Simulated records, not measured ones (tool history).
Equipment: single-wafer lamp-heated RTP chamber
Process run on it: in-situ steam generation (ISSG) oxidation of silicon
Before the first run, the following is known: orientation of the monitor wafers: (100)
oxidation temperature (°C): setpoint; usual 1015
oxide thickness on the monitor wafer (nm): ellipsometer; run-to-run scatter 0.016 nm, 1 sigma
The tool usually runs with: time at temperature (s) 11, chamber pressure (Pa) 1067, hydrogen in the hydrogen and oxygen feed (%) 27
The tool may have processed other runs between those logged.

| run | hour | oxidation temperature (°C) | time at temperature (s) | chamber pressure (Pa) | hydrogen in the hydrogen and oxygen feed (%) | wafers since the last listed run | wafers since the last pyrometer calibration | hours since the pressure gauge was zeroed | hours since the hydrogen flow controller was replaced | hours since the gauge calibration | read-back reference wafer on the same gauge, thickness | oxide thickness on the monitor wafer (nm) |
|---|---|---|---|---|---|---|---|---|---|---|---|---|
| 1 | 0 | 1015 | 11 | 1067 | 27 | 0 | 3973 | 1510.4 | 5610.8 | 400.7 | 4.841 | 4.809 |
| 2 | 76.2 | 1015 | 11 | 1067 | 27 | 1365 | 5338 | 1586.6 | 5687 | 476.9 | 4.841 | 4.851 |
| 3 | 127 | 1015 | 11 | 1067 | 27 | 910 | 6248 | 1637.4 | 5737.8 | 527.7 | 4.838 | 4.855 |
|  | 261.8 | pyrometer window cleaned and pyrometer calibrated |
| 4 | 286.9 | 1015 | 11 | 1067 | 27 | 2721 | 449 | 1797.3 | 5897.7 | 687.6 | 4.839 | 4.771 |
| 5 | 323.3 | 1015 | 11 | 1067 | 27 | 652 | 1101 | 1833.7 | 5934.1 | 724 | 4.84 | 4.789 |
| 6 | 362.4 | 1015 | 11 | 1067 | 27 | 700 | 1801 | 1872.8 | 5973.2 | 763.1 | 4.841 | 4.796 |
| 7 | 425.6 | 1015 | 11 | 1067 | 27 | 1132 | 2934 | 1936 | 6036.4 | 826.3 | 4.842 | 4.839 |
| 8 | 495.9 | 1015 | 11 | 1067 | 27 | 1259 | 4193 | 2006.3 | 6106.7 | 896.6 | 4.839 | 4.816 |
| 9 | 574.6 | 1015 | 11 | 1067 | 27 | 1409 | 5603 | 2085 | 6185.4 | 975.3 | 4.842 | 4.863 |
| 10 | 638 | 1015 | 11 | 1067 | 23 | 1135 | 6739 | 2148.4 | 6248.8 | 1038.7 | 4.839 | 4.669 |
|  | 664.2 | pyrometer window cleaned and pyrometer calibrated |
| 11 | 703 | 1015 | 11 | 1067 | 23 | 1021 | 694 | 2213.4 | 6313.8 | 1103.7 | 4.842 | 4.591 |
| 12 | 791.5 | 999 | 9 | 1067 | 27 | 1585 | 2280 | 2301.9 | 6402.3 | 1192.2 | 4.841 | 4.176 |
| 13 | 832 | 999 | 9 | 1067 | 27 | 725 | 3005 | 2342.4 | 6442.8 | 1232.7 | 4.837 | 4.217 |
| 14 | 887.7 | 1015 | 11 | 1067 | 27 | 997 | 4003 | 2398.1 | 6498.5 | 1288.4 | 4.842 | 4.833 |
| 15 | 970.4 | 1015 | 8 | 1067 | 27 | 1481 | 5485 | 2480.8 | 6581.2 | 1371.1 | 4.84 | 4.248 |
| 16 | 1048.7 | 1026 | 13 | 1067 | 18 | 1402 | 6887 | 2559.1 | 6659.5 | 1449.4 | 4.839 | 4.975 |
|  | 1078.2 | pyrometer window cleaned and pyrometer calibrated |
| 17 | 1112.3 | 1015 | 11 | 1067 | 27 | 996 | 610 | 2622.7 | 6723.1 | 1513 | 4.838 | 4.816 |
|  | 1178.7 | pressure gauge zeroed |
| 18 | 1216.3 | 1015 | 11 | 1067 | 27 | 1719 | 2330 | 37.6 | 6827.1 | 1617 | 4.842 | 4.803 |
| 19 | 1272.1 | 1015 | 15 | 1187 | 27 | 999 | 3330 | 93.4 | 6882.9 | 1672.8 | 4.84 | 5.511 |
| 20 | 1315.9 | 1015 | 11 | 920 | 31 | 784 | 4115 | 137.2 | 6926.7 | 1716.6 | 4.84 | 5.041 |
| 21 | 1383.7 | 1000 | 11 | 1067 | 27 | 1214 | 5329 | 205 | 6994.5 | 1784.4 | 4.838 | 4.611 |
| 22 | 1432.5 | 1035 | 11 | 960 | 32 | 874 | 6204 | 253.8 | 7043.3 | 1833.2 | 4.842 | 5.618 |
|  | 1477.5 | hydrogen flow controller replaced |
|  | 1479.7 | gauge calibrated |
|  | 1543.6 | pyrometer window cleaned and pyrometer calibrated |
| 23 | 1544.1 | 1030 | 11 | 1067 | 32 | 1712 | 8 | 365.4 | 66.6 | 64.4 | 4.844 | 5.379 |
| 24 | 1634.5 | 1015 | 9 | 1067 | 21 | 1619 | 1628 | 455.8 | 157 | 154.8 | 4.84 | 4.115 |
| 25 | 1729.5 | 1015 | 11 | 1067 | 27 | 1701 | 3330 | 550.8 | 252 | 249.8 | 4.841 | 4.826 |
| 26 | 1835.5 | 1015 | 11 | 1267 | 27 | 1899 | 5229 | 656.8 | 358 | 355.8 | 4.839 | 4.752 |
|  | 1916.1 | pyrometer window cleaned and pyrometer calibrated |
| 27 | 1939.3 | 1001 | 11 | 1267 | 27 | 1716 | 415 | 760.6 | 461.8 | 459.6 | 4.839 | 4.459 |
| 28 | 2044.7 | 1015 | 14 | 1067 | 23 | 1888 | 2303 | 866 | 567.2 | 565 | 4.84 | 5.109 |
| 29 | 2116.5 | 996 | 11 | 1173 | 27 | 1286 | 3590 | 937.8 | 639 | 636.8 | 4.839 | 4.465 |

Pick out some run-to-run changes in oxide thickness on the monitor wafer (nm). Of each, how much would a tool without hidden state show as well, from the settings, what came in and chance, and how much is left for the hidden state and any gauge scatter not in both results compared?
The hidden state here: true wafer temperature minus pyrometer reading, K; true pressure minus gauge reading, Torr; deviation of the hydrogen flow from its setpoint, %; gauge reads high (%).
Run 10 -> 11: pyrometer window cleaned and pyrometer calibrated. oxide thickness on the monitor wafer (nm) -0.078: hidden state -0.089, all else +0.011.
Run 21 -> 22: oxidation temperature (°C) 1000 -> 1035, chamber pressure (Pa) 1067 -> 960, hydrogen in the hydrogen and oxygen feed (%) 27 -> 32. oxide thickness on the monitor wafer (nm) +1.007: hidden state +0.061, all else +0.946.
Run 22 -> 23: oxidation temperature (°C) 1035 -> 1030, chamber pressure (Pa) 960 -> 1067, hydrogen flow controller replaced, gauge calibrated, pyrometer window cleaned and pyrometer calibrated. oxide thickness on the monitor wafer (nm) -0.239: hidden state -0.119, all else -0.12.
Run 23 -> 24: oxidation temperature (°C) 1030 -> 1015, time at temperature (s) 11 -> 9, hydrogen in the hydrogen and oxygen feed (%) 32 -> 21. oxide thickness on the monitor wafer (nm) -1.264: hidden state +0.001, all else -1.265.

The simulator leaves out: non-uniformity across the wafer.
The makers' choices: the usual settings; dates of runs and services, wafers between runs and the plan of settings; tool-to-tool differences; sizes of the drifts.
